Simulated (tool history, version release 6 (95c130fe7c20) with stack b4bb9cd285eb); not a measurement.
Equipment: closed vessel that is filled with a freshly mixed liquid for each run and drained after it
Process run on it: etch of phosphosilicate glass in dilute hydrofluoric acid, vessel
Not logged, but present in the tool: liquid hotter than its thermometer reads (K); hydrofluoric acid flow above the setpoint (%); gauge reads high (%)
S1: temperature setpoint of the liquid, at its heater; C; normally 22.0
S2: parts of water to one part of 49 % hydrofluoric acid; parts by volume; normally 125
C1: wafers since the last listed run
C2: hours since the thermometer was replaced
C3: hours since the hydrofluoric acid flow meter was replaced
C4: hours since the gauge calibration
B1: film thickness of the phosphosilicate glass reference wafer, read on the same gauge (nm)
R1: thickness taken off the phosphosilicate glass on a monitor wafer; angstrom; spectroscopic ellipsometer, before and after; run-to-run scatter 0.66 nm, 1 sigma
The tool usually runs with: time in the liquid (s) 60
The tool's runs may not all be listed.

{"run": 1, "hour": 0.0, "S1": 22.0, "S2": 125, "time in the liquid (s)": 50, "C1": 0, "C2": 1639.5, "C3": 2308.5, "C4": 271.5, "B1": 60.63, "R1": 746.2}
{"run": 2, "hour": 19.5, "S1": 22.0, "S2": 125, "time in the liquid (s)": 60, "C1": 2810, "C2": 1659.0, "C3": 2328.0, "C4": 291.0, "B1": 60.67, "R1": 899.0}
{"run": 3, "hour": 53.7, "S1": 22.0, "S2": 125, "time in the liquid (s)": 60, "C1": 4929, "C2": 1693.2, "C3": 2362.2, "C4": 325.2, "B1": 60.74, "R1": 895.0}
{"run": 4, "hour": 66.5, "S1": 22.0, "S2": 125, "time in the liquid (s)": 60, "C1": 1844, "C2": 1706.0, "C3": 2375.0, "C4": 338.0, "B1": 60.81, "R1": 893.6}
{"run": 5, "hour": 102.4, "S1": 22.0, "S2": 125, "time in the liquid (s)": 60, "C1": 5174, "C2": 1741.9, "C3": 2410.9, "C4": 373.9, "B1": 60.85, "R1": 898.5}
{"run": 6, "hour": 114.4, "S1": 22.0, "S2": 125, "time in the liquid (s)": 60, "C1": 1729, "C2": 1753.9, "C3": 2422.9, "C4": 385.9, "B1": 60.88, "R1": 892.4}
{"run": 7, "hour": 129.9, "S1": 22.0, "S2": 125, "time in the liquid (s)": 60, "C1": 2233, "C2": 1769.4, "C3": 2438.4, "C4": 401.4, "B1": 60.91, "R1": 904.4}
{"run": 8, "hour": 157.8, "S1": 22.0, "S2": 155, "time in the liquid (s)": 60, "C1": 4021, "C2": 1797.3, "C3": 2466.3, "C4": 429.3, "B1": 60.97, "R1": 695.5}
{"run": 9, "hour": 189.0, "S1": 22.0, "S2": 155, "time in the liquid (s)": 60, "C1": 4496, "C2": 1828.5, "C3": 2497.5, "C4": 460.5, "B1": 61.07, "R1": 698.5}
{"run": 10, "hour": 208.0, "S1": 22.0, "S2": 125, "time in the liquid (s)": 60, "C1": 2738, "C2": 1847.5, "C3": 2516.5, "C4": 479.5, "B1": 61.1, "R1": 895.4}
{"run": 11, "hour": 226.2, "S1": 22.0, "S2": 125, "time in the liquid (s)": 75, "C1": 2623, "C2": 1865.7, "C3": 2534.7, "C4": 497.7, "B1": 61.16, "R1": 1125.9}
{"run": 12, "hour": 245.0, "S1": 22.0, "S2": 125, "time in the liquid (s)": 75, "C1": 2709, "C2": 1884.5, "C3": 2553.5, "C4": 516.5, "B1": 61.19, "R1": 1107.8}
{"run": 13, "hour": 326.3, "S1": 22.0, "S2": 125, "time in the liquid (s)": 75, "C1": 11717, "C2": 1965.8, "C3": 2634.8, "C4": 597.8, "B1": 61.38, "R1": 1113.8}
{"run": 14, "hour": 348.8, "S1": 22.0, "S2": 125, "time in the liquid (s)": 60, "C1": 3242, "C2": 1988.3, "C3": 2657.3, "C4": 620.3, "B1": 61.46, "R1": 906.7}
{"run": 15, "hour": 363.3, "S1": 18.5, "S2": 75, "time in the liquid (s)": 40, "C1": 2089, "C2": 2002.8, "C3": 2671.8, "C4": 634.8, "B1": 61.5, "R1": 924.4}
{"run": 16, "hour": 386.6, "S1": 17.5, "S2": 85, "time in the liquid (s)": 45, "C1": 3358, "C2": 2026.1, "C3": 2695.1, "C4": 658.1, "B1": 61.54, "R1": 874.0}
{"run": 17, "hour": 421.8, "S1": 18.0, "S2": 165, "time in the liquid (s)": 85, "C1": 5073, "C2": 2061.3, "C3": 2730.3, "C4": 693.3, "B1": 61.61, "R1": 800.0}
{"hour": 430.9, "done": "hydrofluoric acid flow meter replaced"}
{"run": 18, "hour": 448.3, "S1": 18.5, "S2": 75, "time in the liquid (s)": 40, "C1": 3675, "C2": 2087.8, "C3": 17.4, "C4": 719.8, "B1": 61.69, "R1": 911.4}
{"run": 19, "hour": 480.4, "S1": 18.5, "S2": 110, "time in the liquid (s)": 60, "C1": 4626, "C2": 2119.9, "C3": 49.5, "C4": 751.9, "B1": 61.77, "R1": 920.9}
{"hour": 490.0, "done": "gauge calibrated"}
{"run": 20, "hour": 531.4, "S1": 22.0, "S2": 125, "time in the liquid (s)": 60, "C1": 7350, "C2": 2170.9, "C3": 100.5, "C4": 41.4, "B1": 60.14, "R1": 874.3}
{"run": 21, "hour": 556.7, "S1": 18.5, "S2": 110, "time in the liquid (s)": 60, "C1": 3646, "C2": 2196.2, "C3": 125.8, "C4": 66.7, "B1": 60.15, "R1": 890.9}
{"hour": 607.9, "done": "thermometer replaced"}
{"run": 22, "hour": 625.2, "S1": 22.0, "S2": 125, "time in the liquid (s)": 60, "C1": 9728, "C2": 17.3, "C3": 194.3, "C4": 135.2, "B1": 60.32, "R1": 887.1}
{"run": 23, "hour": 645.9, "S1": 22.0, "S2": 180, "time in the liquid (s)": 80, "C1": 2983, "C2": 38.0, "C3": 215.0, "C4": 155.9, "B1": 60.41, "R1": 771.6}
{"run": 24, "hour": 672.1, "S1": 26.0, "S2": 185, "time in the liquid (s)": 45, "C1": 3776, "C2": 64.2, "C3": 241.2, "C4": 182.1, "B1": 60.46, "R1": 485.8}
{"run": 25, "hour": 684.5, "S1": 22.0, "S2": 145, "time in the liquid (s)": 60, "C1": 1787, "C2": 76.6, "C3": 253.6, "C4": 194.5, "B1": 60.48, "R1": 753.6}
{"run": 26, "hour": 705.3, "S1": 20.0, "S2": 160, "time in the liquid (s)": 80, "C1": 2997, "C2": 97.4, "C3": 274.4, "C4": 215.3, "B1": 60.5, "R1": 821.8}
{"run": 27, "hour": 737.1, "S1": 20.0, "S2": 165, "time in the liquid (s)": 30, "C1": 4583, "C2": 129.2, "C3": 306.2, "C4": 247.1, "B1": 60.58, "R1": 299.6}
{"run": 28, "hour": 753.3, "S1": 18.5, "S2": 95, "time in the liquid (s)": 90, "C1": 2334, "C2": 145.4, "C3": 322.4, "C4": 263.3, "B1": 60.63, "R1": 1575.7}
{"run": 29, "hour": 766.2, "S1": 22.0, "S2": 125, "time in the liquid (s)": 60, "C1": 1859, "C2": 158.3, "C3": 335.3, "C4": 276.2, "B1": 60.66, "R1": 892.9}

Here are 4 independent what-if runs from the current tool condition. What would each one return?
{"run": "A", "hour": 766.9, "S1": 20.5, "S2": 125, "time in the liquid (s)": 60, "C1": 100, "C2": 159.0, "C3": 336.0, "C4": 276.9, "B1": "?", "R1": "?"}
{"run": "B", "hour": 766.9, "S1": 18.5, "S2": 125, "time in the liquid (s)": 60, "C1": 100, "C2": 159.0, "C3": 336.0, "C4": 276.9, "B1": "?", "R1": "?"}
{"run": "C", "hour": 766.9, "S1": 22.0, "S2": 70, "time in the liquid (s)": 60, "C1": 100, "C2": 159.0, "C3": 336.0, "C4": 276.9, "B1": "?", "R1": "?"}
{"run": "D", "hour": 766.9, "S1": 25.0, "S2": 125, "time in the liquid (s)": 60, "C1": 100, "C2": 159.0, "C3": 336.0, "C4": 276.9, "B1": "?", "R1": "?"}

run=A B1=60.66 R1=844.4
run=B B1=60.66 R1=778.5
run=C B1=60.66 R1=1707.9
run=D B1=60.66 R1=1008.1
Without the tool's unlogged condition, the same runs would have read:
run=A R1=835.0
run=B R1=769.9
run=C R1=1689.0
run=D R1=996.9
